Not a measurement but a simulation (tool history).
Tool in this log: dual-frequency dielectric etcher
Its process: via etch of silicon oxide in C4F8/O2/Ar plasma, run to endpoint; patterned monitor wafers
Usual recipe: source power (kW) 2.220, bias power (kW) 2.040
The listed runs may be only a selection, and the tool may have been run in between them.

run,day,source power (kW),bias power (kW),"incoming incoming film thickness, nm",endpoint time (s)
1,0.000,2.220,2.040,1802.4,377.9
2,0.625,2.220,1.635,1825.6,411.7
3,1.275,2.220,1.635,1820.8,410.2
4,1.671,2.220,2.040,1801.3,377.4
5,2.029,2.590,2.040,1798.3,353.7
6,2.696,2.430,2.298,1799.1,348.4
# day 3.183: bias power generator calibrated
7,3.204,2.430,2.298,1799.9,346.8
8,4.012,2.430,2.298,1808.2,349.3
9,4.650,1.840,2.040,1806.4,413.1
10,5.142,1.840,2.040,1801.6,413.7
11,5.571,1.840,2.040,1801.1,412.0
12,6.304,2.520,2.040,1794.6,360.2
# day 7.608: upper electrode replaced
13,7.629,2.480,1.556,1802.0,402.0
14,7.646,2.730,2.340,1796.4,334.2
15,7.662,1.710,2.368,1810.1,407.5
16,7.867,2.720,2.040,1796.8,349.4
17,8.267,2.220,2.040,1819.6,388.8
18,8.533,1.720,1.693,1811.9,464.2
19,8.979,2.360,1.682,1813.6,401.4
20,9.617,2.220,2.040,1817.3,388.7
21,10.188,2.220,1.573,1825.9,422.7
22,10.700,2.430,2.298,1807.0,353.9
# day 12.846: source power generator calibrated
# day 13.758: wet clean of the chamber
23,13.779,2.520,2.432,1791.9,325.9
24,13.796,2.010,1.692,1817.3,411.0
25,14.188,1.700,1.744,1792.3,430.8
26,14.571,2.220,1.532,1799.8,401.0
27,15.000,2.220,2.040,1816.3,369.8
28,15.646,2.220,2.040,1809.1,370.3
29,16.371,2.030,2.390,1812.1,365.9
30,16.629,2.220,2.040,1799.1,373.2
31,17.262,2.460,2.457,1812.0,333.8
32,17.946,2.570,1.905,1798.9,353.4
33,18.462,2.220,2.040,1797.2,370.1
34,19.021,2.040,2.210,1815.1,378.1
35,19.454,2.430,2.298,1806.1,346.8

What if the next run were any one of these 4? Each begins from the tool's condition after run 35:
A,19.475,2.220,2.040,1795.4,?
B,19.475,2.220,1.547,1795.4,?
C,19.475,2.560,1.658,1795.4,?
D,19.475,2.630,2.431,1795.4,?

run,endpoint time (s)
A,373.6
B,409.6
C,376.7
D,328.0
With no hidden state in the tool, these same runs would have given:
run,endpoint time (s)
A,370.3
B,406.1
C,373.4
D,325.1

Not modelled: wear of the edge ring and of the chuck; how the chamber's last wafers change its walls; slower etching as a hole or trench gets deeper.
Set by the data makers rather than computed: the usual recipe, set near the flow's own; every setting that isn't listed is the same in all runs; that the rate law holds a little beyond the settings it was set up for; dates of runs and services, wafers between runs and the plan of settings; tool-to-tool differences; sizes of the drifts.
